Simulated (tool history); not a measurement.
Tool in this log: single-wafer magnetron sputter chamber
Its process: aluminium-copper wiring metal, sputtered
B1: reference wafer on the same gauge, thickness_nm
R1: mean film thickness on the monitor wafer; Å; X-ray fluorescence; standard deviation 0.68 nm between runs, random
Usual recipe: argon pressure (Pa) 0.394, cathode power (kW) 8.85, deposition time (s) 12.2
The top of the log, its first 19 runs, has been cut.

run 20 hour=258.8 | argon_pressure_(Pa)=0.279 cathode_power_(kW)=8.85 deposition_time_(s)=13.4 | B1=146.005 | R1=1962.5
run 21 hour=265.1 | argon_pressure_(Pa)=0.394 cathode_power_(kW)=8.85 deposition_time_(s)=12.2 | B1=145.948 | R1=1701.66
-- hour=277 capacitance manometer re-zeroed and calibrated
run 22 hour=277.5 | argon_pressure_(Pa)=0.246 cathode_power_(kW)=8.85 deposition_time_(s)=11.4 | B1=146.318 | R1=1703.35
run 23 hour=280.9 | argon_pressure_(Pa)=0.394 cathode_power_(kW)=8.85 deposition_time_(s)=12.2 | B1=145.934 | R1=1688.03
run 24 hour=293.3 | argon_pressure_(Pa)=0.466 cathode_power_(kW)=8.85 deposition_time_(s)=10.3 | B1=146.069 | R1=1358.66
run 25 hour=303.2 | argon_pressure_(Pa)=0.394 cathode_power_(kW)=8.85 deposition_time_(s)=14.3 | B1=146.076 | R1=1950.13
run 26 hour=311.7 | argon_pressure_(Pa)=0.394 cathode_power_(kW)=8.85 deposition_time_(s)=12.2 | B1=145.768 | R1=1656.28
-- hour=326.8 sputter target and shields replaced
run 27 hour=327.3 | argon_pressure_(Pa)=0.449 cathode_power_(kW)=7.95 deposition_time_(s)=10.4 | B1=145.902 | R1=1283.88
run 28 hour=366.6 | argon_pressure_(Pa)=0.516 cathode_power_(kW)=8.85 deposition_time_(s)=12.2 | B1=146.123 | R1=1615.48
run 29 hour=382.5 | argon_pressure_(Pa)=0.285 cathode_power_(kW)=10.5 deposition_time_(s)=12.8 | B1=146.096 | R1=2216.67
run 30 hour=395.8 | argon_pressure_(Pa)=0.394 cathode_power_(kW)=8.85 deposition_time_(s)=11.4 | B1=146.224 | R1=1570.87
run 31 hour=405 | argon_pressure_(Pa)=0.532 cathode_power_(kW)=6.85 deposition_time_(s)=11.3 | B1=146.212 | R1=1129.7
run 32 hour=412.4 | argon_pressure_(Pa)=0.394 cathode_power_(kW)=8.85 deposition_time_(s)=13.4 | B1=146.148 | R1=1842.06
-- hour=434.2 sputter target and shields replaced
run 33 hour=434.7 | argon_pressure_(Pa)=0.244 cathode_power_(kW)=10.85 deposition_time_(s)=12.2 | B1=146.098 | R1=2288.58

Predict the results of run 34:
run 34 hour=440 | argon_pressure_(Pa)=0.277 cathode_power_(kW)=6.9 deposition_time_(s)=12.2 | B1=? | R1=?

Run 34 produced B1 145.872, R1 1427.83 Å.
Were there no unlogged condition in the tool, this run, its random variation unchanged, would have produced R1 1434.76 Å.

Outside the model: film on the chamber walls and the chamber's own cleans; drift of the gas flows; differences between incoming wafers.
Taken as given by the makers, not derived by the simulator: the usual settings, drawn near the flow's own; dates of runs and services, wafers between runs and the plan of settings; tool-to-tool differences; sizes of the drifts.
